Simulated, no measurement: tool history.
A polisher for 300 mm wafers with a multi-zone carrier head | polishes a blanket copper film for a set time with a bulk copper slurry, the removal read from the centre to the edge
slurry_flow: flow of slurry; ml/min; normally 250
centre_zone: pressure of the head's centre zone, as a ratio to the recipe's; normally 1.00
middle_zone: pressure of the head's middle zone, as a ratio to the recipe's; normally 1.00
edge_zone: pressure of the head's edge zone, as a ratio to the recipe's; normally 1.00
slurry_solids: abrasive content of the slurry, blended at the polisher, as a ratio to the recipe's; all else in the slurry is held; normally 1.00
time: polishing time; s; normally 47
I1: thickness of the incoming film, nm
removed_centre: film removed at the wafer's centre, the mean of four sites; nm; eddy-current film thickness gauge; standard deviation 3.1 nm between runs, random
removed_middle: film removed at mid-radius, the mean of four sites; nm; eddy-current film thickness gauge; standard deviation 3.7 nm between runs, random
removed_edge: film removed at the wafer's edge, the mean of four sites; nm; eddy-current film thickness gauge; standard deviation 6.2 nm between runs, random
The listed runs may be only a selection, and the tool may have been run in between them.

Run 1, hour 0.0: usual settings but edge_zone 1.04; I1 4373.1. Result: removed_centre 459.3 nm, removed_middle 455.6 nm, removed_edge 484.4 nm.
Run 2, hour 29.7: usual settings but edge_zone 1.04; I1 4356.6. Result: removed_centre 456.6 nm, removed_middle 454.0 nm, removed_edge 462.0 nm.
Run 3, hour 56.1: usual settings but edge_zone 1.04; I1 4363.1. Result: removed_centre 448.5 nm, removed_middle 441.7 nm, removed_edge 466.5 nm.
At hour 72.4: slurry nozzle cleaned.
Run 4, hour 159.3: usual settings; I1 4404.4. Result: removed_centre 480.4 nm, removed_middle 470.0 nm, removed_edge 471.0 nm.
At hour 177.9: worn pad replaced by a new one.
Run 5, hour 205.7: usual settings; I1 4352.2. Result: removed_centre 482.8 nm, removed_middle 473.4 nm, removed_edge 473.5 nm.
Run 6, hour 250.2: usual settings; I1 4396.7. Result: removed_centre 476.6 nm, removed_middle 469.9 nm, removed_edge 466.3 nm.
At hour 282.1: edge zone pressure recalibrated.
Run 7, hour 321.5: usual settings; I1 4339.5. Result: removed_centre 478.6 nm, removed_middle 469.5 nm, removed_edge 471.5 nm.
Run 8, hour 357.5: usual settings; I1 4297.0. Result: removed_centre 473.3 nm, removed_middle 472.1 nm, removed_edge 480.9 nm.
At hour 382.6: worn pad replaced by a new one.
Run 9, hour 417.2: usual settings; I1 4397.3. Result: removed_centre 475.3 nm, removed_middle 466.5 nm, removed_edge 463.5 nm.
At hour 428.7: centre zone pressure recalibrated.
Run 10, hour 460.5: usual settings but centre_zone 1.07; I1 4335.1. Result: removed_centre 500.6 nm, removed_middle 456.7 nm, removed_edge 469.5 nm.
Run 11, hour 504.6: usual settings but centre_zone 1.11; I1 4367.7. Result: removed_centre 504.2 nm, removed_middle 453.6 nm, removed_edge 462.2 nm.
Run 12, hour 532.4: usual settings but middle_zone 0.89, edge_zone 0.88, slurry_solids 1.15; I1 4351.8. Result: removed_centre 472.1 nm, removed_middle 425.1 nm, removed_edge 449.8 nm.
At hour 560.1: worn pad replaced by a new one, of another model than before.
At hour 574.6: slurry nozzle cleaned.
Run 13, hour 575.1: usual settings; I1 4350.1. Result: removed_centre 478.0 nm, removed_middle 460.5 nm, removed_edge 468.2 nm.
Run 14, hour 619.6: usual settings but middle_zone 1.04, time 39 s; I1 4360.9. Result: removed_centre 395.5 nm, removed_middle 401.9 nm, removed_edge 399.4 nm.
Run 15, hour 649.5: usual settings but slurry_flow 285 ml/min; I1 4390.3. Result: removed_centre 493.9 nm, removed_middle 475.2 nm, removed_edge 490.5 nm.
At hour 655.9: edge zone pressure recalibrated.
Run 16, hour 718.7: usual settings but slurry_flow 170 ml/min, middle_zone 1.08, edge_zone 1.08, slurry_solids 0.75; I1 4348.0. Result: removed_centre 345.7 nm, removed_middle 373.6 nm, removed_edge 397.7 nm.
At hour 737.6: worn pad replaced by a new one.
Run 17, hour 743.0: usual settings but edge_zone 1.04; I1 4401.5. Result: removed_centre 465.0 nm, removed_middle 464.1 nm, removed_edge 479.9 nm.
At hour 760.5: carrier head's membrane replaced by a new one.
Run 18, hour 812.3: usual settings; I1 4288.1. Result: removed_centre 462.9 nm, removed_middle 458.4 nm, removed_edge 466.7 nm.
Run 19, hour 865.6: usual settings but edge_zone 1.11; I1 4399.9. Result: removed_centre 462.8 nm, removed_middle 450.3 nm, removed_edge 499.8 nm.
Run 20, hour 917.9: usual settings but slurry_flow 295 ml/min, centre_zone 0.90, middle_zone 1.05, slurry_solids 1.20; I1 4367.6. Result: removed_centre 446.2 nm, removed_middle 514.9 nm, removed_edge 510.8 nm.
At hour 930.9: worn pad replaced by a new one.
Run 21, hour 982.0: usual settings but edge_zone 0.92, time 40 s; I1 4298.9. Result: removed_centre 365.2 nm, removed_middle 368.3 nm, removed_edge 365.5 nm.

3 ways to go on from here, each from the tool as it stands after run 21. What would each give?
Run A, hour 982.4: usual settings; I1 4348.7. Result: removed_centre ?, removed_middle ?, removed_edge ?.
Run B, hour 982.4: usual settings but slurry_flow 180 ml/min, centre_zone 0.97, slurry_solids 1.30, time 33 s; I1 4348.7. Result: removed_centre ?, removed_middle ?, removed_edge ?.
Run C, hour 982.4: usual settings but slurry_flow 220 ml/min, slurry_solids 1.30; I1 4348.7. Result: removed_centre ?, removed_middle ?, removed_edge ?.

run  removed_centre  removed_middle  removed_edge
  A           427.7           423.2         447.1
  B           239.1           254.0         291.2
  C           430.5           429.9         463.1
The same runs, with their run-to-run variation unchanged, on a tool lacking any hidden condition would have given:
run  removed_centre  removed_middle  removed_edge
  A           480.1           468.8         481.8
  B           305.7           313.1         333.4
  C           499.8           490.1         508.0

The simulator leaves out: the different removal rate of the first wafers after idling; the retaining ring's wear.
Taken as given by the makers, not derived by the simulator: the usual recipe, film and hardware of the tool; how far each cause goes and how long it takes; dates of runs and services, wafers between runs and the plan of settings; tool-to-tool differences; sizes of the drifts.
